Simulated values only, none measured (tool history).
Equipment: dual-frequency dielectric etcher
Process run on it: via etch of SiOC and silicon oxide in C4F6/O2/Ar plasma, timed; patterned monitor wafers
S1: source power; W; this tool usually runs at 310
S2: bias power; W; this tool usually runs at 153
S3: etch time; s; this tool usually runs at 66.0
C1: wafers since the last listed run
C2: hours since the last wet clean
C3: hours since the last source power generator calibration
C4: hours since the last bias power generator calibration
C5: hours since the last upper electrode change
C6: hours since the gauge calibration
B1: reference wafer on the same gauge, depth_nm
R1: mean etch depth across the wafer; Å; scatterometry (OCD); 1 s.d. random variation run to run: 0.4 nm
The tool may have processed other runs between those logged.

run    hour   S1   S2    S3    C1     C2      C3      C4      C5      C6    B1   R1
  1     0.0  310  153  66.0     0    0.5  3535.3  2266.4  3994.1  1074.5  63.3  645
  2    36.4  330  153  66.0   423   36.9  3571.7  2302.8  4030.5  1110.9  63.3  667
  3    99.5  330  153  66.0   734  100.0  3634.8  2365.9  4093.6  1174.0  63.3  656
  4   130.2  330  153  66.0   357  130.7  3665.5  2396.6  4124.3  1204.7  63.3  659
  5   280.7  310  153  66.0  1751  281.2  3816.0  2547.1  4274.8  1355.2  63.3  625
  6   345.4  310  153  66.0   753  345.9  3880.7  2611.8  4339.5  1419.9  63.3  623
  7   381.4  310  153  66.0   419  381.9  3916.7  2647.8  4375.5  1455.9  63.3  615
      427.2  -- wet clean of the chamber
      447.4  -- gauge calibrated
  8   448.3  310  153  66.0   499   21.1  3983.6  2714.7  4442.4     0.9  63.2  648
  9   505.1  310  153  66.0   661   77.9  4040.4  2771.5  4499.2    57.7  63.3  643
 10   556.0  310  153  66.0   592  128.8  4091.3  2822.4  4550.1   108.6  63.3  638
 11   580.6  310  153  66.0   286  153.4  4115.9  2847.0  4574.7   133.2  63.3  637
 12   634.9  310  153  66.0   632  207.7  4170.2  2901.3  4629.0   187.5  63.2  631
 13   679.3  310  153  66.0   516  252.1  4214.6  2945.7  4673.4   231.9  63.3  624
 14   728.7  250  132  58.5   575  301.5  4264.0  2995.1  4722.8   281.3  63.3  469
 15   789.0  310  153  66.0   701  361.8  4324.3  3055.4  4783.1   341.6  63.3  621
 16   839.1  310  153  66.0   583  411.9  4374.4  3105.5  4833.2   391.7  63.4  619
      874.7  -- wet clean of the chamber
 17  1032.4  310  174  66.0  1970  157.7  4567.7  3298.8  5026.5   585.0  63.2  657
     1080.6  -- upper electrode replaced
 18  1126.8  310  182  84.0   819  252.1  4662.1  3393.2    46.2   679.4  63.2  833
 19  1194.9  380  153  74.0   792  320.2  4730.2  3461.3   114.3   747.5  63.3  789
     1239.3  -- source power generator calibrated
     1268.6  -- wet clean of the chamber
 20  1269.1  270  153  66.0   537    0.5    29.8  3535.5   188.5   821.7  63.2  590
 21  1286.6  240  153  66.0   203   18.0    47.3  3553.0   206.0   839.2  63.3  550
     1332.0  -- bias power generator calibrated
 22  1407.8  340  124  66.0  1364  139.2   168.5    75.8   327.2   960.4  63.3  641
 23  1433.5  370  153  66.0   299  164.9   194.2   101.5   352.9   986.1  63.3  708
 24  1458.7  310  153  66.0   293  190.1   219.4   126.7   378.1  1011.3  63.2  638
 25  1513.5  310  153  66.0   637  244.9   274.2   181.5   432.9  1066.1  63.4  633
 26  1583.0  370  183  82.5   809  314.4   343.7   251.0   502.4  1135.6  63.3  899
 27  1649.7  280  176  66.0   776  381.1   410.4   317.7   569.1  1202.3  63.3  603

For run 28, what comes out?
     1690.6  -- wet clean of the chamber
 28  1720.0  310  153  49.0  538  29.4  480.7  388.0  639.4  1272.6   ?   ?

B1: 63.4
R1: 478 Å
Minus the tool's unlogged condition, the same run would have read R1 479 Å.
